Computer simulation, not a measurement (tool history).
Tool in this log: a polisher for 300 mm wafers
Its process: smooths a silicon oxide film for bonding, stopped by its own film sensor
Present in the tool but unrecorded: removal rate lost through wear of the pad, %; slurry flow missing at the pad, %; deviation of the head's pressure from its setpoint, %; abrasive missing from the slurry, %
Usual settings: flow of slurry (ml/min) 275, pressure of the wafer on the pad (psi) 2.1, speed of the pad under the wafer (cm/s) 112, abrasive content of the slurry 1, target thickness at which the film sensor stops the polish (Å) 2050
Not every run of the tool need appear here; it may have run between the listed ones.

run,hour,flow of slurry (ml/min),pressure of the wafer on the pad (psi),speed of the pad under the wafer (cm/s),abrasive content of the slurry,target thickness at which the film sensor stops the polish (Å),wafers since the last listed run,wafers polished on this pad,hours since the slurry nozzle was cleaned,hours since the head pressure was calibrated,hours since the slurry blender was calibrated,"incoming thickness of the incoming film, nm",time until the film sensor stopped the polish (s)
1,0,275,2.1,112,1.15,2050,0,94,131.6,40.5,284.9,250.3,57.8
2,26.7,300,2.1,112,1,2050,175,270,158.3,67.2,311.6,249.5,59.5
3,47.9,300,2.1,112,1,2050,139,409,179.5,88.4,332.8,249.4,59.7
# hour 76.3: slurry blender recalibrated
4,76.8,300,2.1,112,1,2050,177,586,208.4,117.3,0.5,245.9,54.9
5,96.4,275,2.1,112,1,2050,129,715,228,136.9,20.1,252.1,63.4
6,115.1,275,2.1,112,1,2050,123,838,246.7,155.6,38.8,255,69.4
# hour 133: worn pad replaced by a new one
7,133.5,275,2.1,112,1.2,2050,94,3,265.1,174,57.2,249.1,56.6
8,171.4,275,2.1,112,1,2050,249,252,303,211.9,95.1,248.5,60.7
9,199.1,275,2.1,112,1,2050,182,435,330.7,239.6,122.8,249.8,61.7
10,230.3,275,2.1,112,1,2050,205,640,361.9,270.8,154,244.5,55.4
# hour 270.3: head pressure recalibrated
11,276.8,275,2.1,112,1,1990,292,933,408.4,6.5,200.5,247.9,68.3
# hour 281.8: worn pad replaced by a new one
12,299.4,275,2.1,86,1,2050,122,115,431,29.1,223.1,248.5,74.6
# hour 328.5: slurry nozzle cleaned
13,335,275,2.6,112,1,2050,227,343,6.5,64.7,258.7,250.1,54.5
14,364.7,275,2.6,112,1,2050,195,538,36.2,94.4,288.4,248.4,51.9

Estimate the outcome of run 15 from the log above:
15,390.2,300,2.1,112,1,2050,167,706,61.7,119.9,313.9,247.3,?

{"run 15": {"time until the film sensor stopped the polish (s)": 63.1}}
Take away the tool's hidden state, keep the run-to-run variation as it was, and the same run would have given time until the film sensor stopped the polish (s) 57.
